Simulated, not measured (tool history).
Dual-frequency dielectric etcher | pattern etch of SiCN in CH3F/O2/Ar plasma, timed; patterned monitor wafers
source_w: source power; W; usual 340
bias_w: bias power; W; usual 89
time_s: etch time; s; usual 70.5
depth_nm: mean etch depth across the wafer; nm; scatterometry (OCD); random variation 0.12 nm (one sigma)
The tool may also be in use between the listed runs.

| run | hour | source_w | bias_w | time_s | read-back reference wafer on the same gauge, depth_nm | depth_nm |
|---|---|---|---|---|---|---|
| 1 | 0 | 380 | 89 | 70.5 | 32.57 | 28.49 |
| 2 | 71.6 | 380 | 89 | 70.5 | 32.62 | 29.37 |
| 3 | 165.3 | 340 | 89 | 70.5 | 32.54 | 28.08 |
| 4 | 220.2 | 340 | 89 | 70.5 | 32.67 | 27.7 |
| 5 | 267.6 | 340 | 89 | 70.5 | 32.61 | 27.63 |
| 6 | 458.8 | 340 | 89 | 70.5 | 32.63 | 27.43 |
| 7 | 508.2 | 340 | 89 | 70.5 | 32.65 | 27.35 |
| 8 | 554.5 | 340 | 89 | 70.5 | 32.61 | 27.22 |
| 9 | 639.2 | 340 | 89 | 56 | 32.57 | 22.35 |
| 10 | 891.9 | 340 | 89 | 56 | 32.65 | 22 |
| 11 | 945.3 | 340 | 89 | 56 | 32.66 | 22.09 |
| 12 | 1042.1 | 340 | 89 | 70.5 | 32.59 | 27.11 |
| 13 | 1085.9 | 340 | 89 | 70.5 | 32.62 | 27.38 |
| 14 | 1141.8 | 340 | 89 | 70.5 | 32.65 | 27.18 |
| 15 | 1245.8 | 410 | 71 | 76 | 32.59 | 30.61 |
| 16 | 1293 | 410 | 80 | 89 | 32.58 | 36.67 |
| 17 | 1396.1 | 340 | 89 | 62 | 32.59 | 24.4 |
| 18 | 1460.6 | 360 | 76 | 87.5 | 32.56 | 33.86 |
| 19 | 1509.5 | 340 | 89 | 70.5 | 32.58 | 27.45 |
| 20 | 1591.2 | 340 | 89 | 70.5 | 32.6 | 27.35 |
| 21 | 1676.8 | 360 | 76 | 50 | 32.58 | 19.58 |
| 22 | 1777.5 | 340 | 89 | 70.5 | 32.59 | 28.13 |
| 23 | 1945.3 | 260 | 89 | 63.5 | 32.65 | 22.83 |
| 24 | 1990.7 | 380 | 89 | 70.5 | 32.59 | 28.78 |
| 25 | 2083.2 | 260 | 89 | 84 | 32.62 | 30.1 |
| 26 | 2176.3 | 340 | 89 | 57.5 | 32.67 | 22.35 |
| 27 | 2219 | 400 | 89 | 70.5 | 32.63 | 28.86 |
| 28 | 2280.8 | 280 | 108 | 86.5 | 32.62 | 34.44 |

Not shown: 9 entries that the log had between the listed runs. Between which runs, and how does the tool's hidden state differ before and after?
Between runs 1 and 2: wet clean of the chamber (hour 0.4)
  etch rate over this chamber's usual, %: -3.27 -> -0.44
  measured less the result without the state, depth_nm: -0.96 -> -0.13 nm
Between runs 8 and 9: wet clean of the chamber (hour 584.9)
  etch rate over this chamber's usual, %: -3.44 -> -0.497
  measured less the result without the state, depth_nm: -0.97 -> -0.11 nm
Between runs 9 and 10: gauge calibrated (hour 758.8)
  etch rate over this chamber's usual, %: -0.497 -> -2.07
  measured less the result without the state, depth_nm: -0.11 -> -0.47 nm
Between runs 14 and 15: wet clean of the chamber (hour 1176)
  etch rate over this chamber's usual, %: -3.62 -> -0.453
  measured less the result without the state, depth_nm: -1.02 -> -0.14 nm
Between runs 18 and 19: upper electrode replaced (hour 1509)
  etch rate over this chamber's usual, %: -1.79 -> -2.09
  measured less the result without the state, depth_nm: -0.61 -> -0.59 nm
Between runs 19 and 20: source power generator calibrated (hour 1587.1)
  etch rate over this chamber's usual, %: -2.09 -> -2.6
  measured less the result without the state, depth_nm: -0.59 -> -0.74 nm
Between runs 20 and 21: wet clean of the chamber (hour 1674)
  etch rate over this chamber's usual, %: -2.6 -> -0.0815
  measured less the result without the state, depth_nm: -0.74 -> -0.01 nm
Between runs 22 and 23: bias power generator calibrated (hour 1816.2)
  etch rate over this chamber's usual, %: -0.708 -> -1.75
  measured less the result without the state, depth_nm: -0.2 -> -0.41 nm
Between runs 27 and 28: wet clean of the chamber (hour 2274.4)
  etch rate over this chamber's usual, %: -3.45 -> 0.214
  measured less the result without the state, depth_nm: -1.03 -> +0.07 nm

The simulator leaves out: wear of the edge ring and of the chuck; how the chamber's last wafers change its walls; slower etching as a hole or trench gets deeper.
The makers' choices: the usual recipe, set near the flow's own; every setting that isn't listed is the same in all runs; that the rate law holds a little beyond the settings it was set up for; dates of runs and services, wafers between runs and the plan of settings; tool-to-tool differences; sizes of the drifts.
